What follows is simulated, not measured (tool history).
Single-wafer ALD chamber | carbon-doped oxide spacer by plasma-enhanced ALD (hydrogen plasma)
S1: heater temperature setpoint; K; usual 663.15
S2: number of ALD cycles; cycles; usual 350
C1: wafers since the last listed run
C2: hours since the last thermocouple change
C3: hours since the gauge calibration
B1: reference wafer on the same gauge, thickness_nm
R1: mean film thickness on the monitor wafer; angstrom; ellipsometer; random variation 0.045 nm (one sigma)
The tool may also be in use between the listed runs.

| run | hour | S1 | S2 | C1 | C2 | C3 | B1 | R1 |
|---|---|---|---|---|---|---|---|---|
| 1 | 0.0 | 663.15 | 350 | 0 | 1621.8 | 430.9 | 20.940 | 175.49 |
| 2 | 36.7 | 674.15 | 373 | 37 | 1658.5 | 467.6 | 20.907 | 186.24 |
| 3 | 68.7 | 672.15 | 333 | 33 | 1690.5 | 499.6 | 20.918 | 166.60 |
| 4 | 111.5 | 672.15 | 333 | 44 | 1733.3 | 542.4 | 20.831 | 166.69 |
| 5 | 260.9 | 672.15 | 333 | 154 | 1882.7 | 691.8 | 20.748 | 166.17 |
| 6 | 293.1 | 663.15 | 379 | 33 | 1914.9 | 724.0 | 20.714 | 187.56 |
|  | 326.3 | thermocouple changed; heater temperature recalibrated |
|  | 333.0 | gauge calibrated |
| 7 | 387.3 | 663.15 | 379 | 88 | 61.0 | 54.3 | 21.134 | 192.04 |
| 8 | 434.0 | 663.15 | 397 | 48 | 107.7 | 101.0 | 21.100 | 201.35 |
| 9 | 471.8 | 663.15 | 397 | 39 | 145.5 | 138.8 | 21.049 | 199.75 |
| 10 | 513.1 | 667.15 | 301 | 42 | 186.8 | 180.1 | 21.027 | 151.67 |
| 11 | 546.3 | 654.15 | 418 | 34 | 220.0 | 213.3 | 21.024 | 210.26 |
| 12 | 592.2 | 657.15 | 350 | 47 | 265.9 | 259.2 | 20.976 | 176.06 |
| 13 | 640.8 | 655.15 | 401 | 50 | 314.5 | 307.8 | 20.928 | 201.70 |
| 14 | 694.0 | 663.15 | 350 | 54 | 367.7 | 361.0 | 20.887 | 175.53 |
| 15 | 765.1 | 659.15 | 373 | 73 | 438.8 | 432.1 | 20.828 | 185.91 |
| 16 | 826.6 | 667.15 | 329 | 63 | 500.3 | 493.6 | 20.788 | 164.74 |
| 17 | 891.2 | 663.15 | 350 | 66 | 564.9 | 558.2 | 20.729 | 175.14 |
| 18 | 933.8 | 650.15 | 397 | 43 | 607.5 | 600.8 | 20.714 | 196.73 |
| 19 | 958.1 | 653.15 | 325 | 25 | 631.8 | 625.1 | 20.723 | 162.24 |

4 ways to go on from here, each from the tool as it stands after run 19. What would each give?
| A | 959.0 | 658.15 | 350 | 0 | 632.7 | 626.0 | ? | ? |
| B | 959.0 | 655.15 | 413 | 0 | 632.7 | 626.0 | ? | ? |
| C | 959.0 | 678.15 | 350 | 0 | 632.7 | 626.0 | ? | ? |
| D | 959.0 | 663.15 | 330 | 0 | 632.7 | 626.0 | ? | ? |

| run | B1 | R1 |
|---|---|---|
| A | 20.691 | 173.31 |
| B | 20.691 | 204.51 |
| C | 20.691 | 170.19 |
| D | 20.691 | 163.41 |
Without the tool's hidden state the same runs would have given:
| run | R1 |
|---|---|
| A | 177.51 |
| B | 209.46 |
| C | 174.31 |
| D | 167.37 |
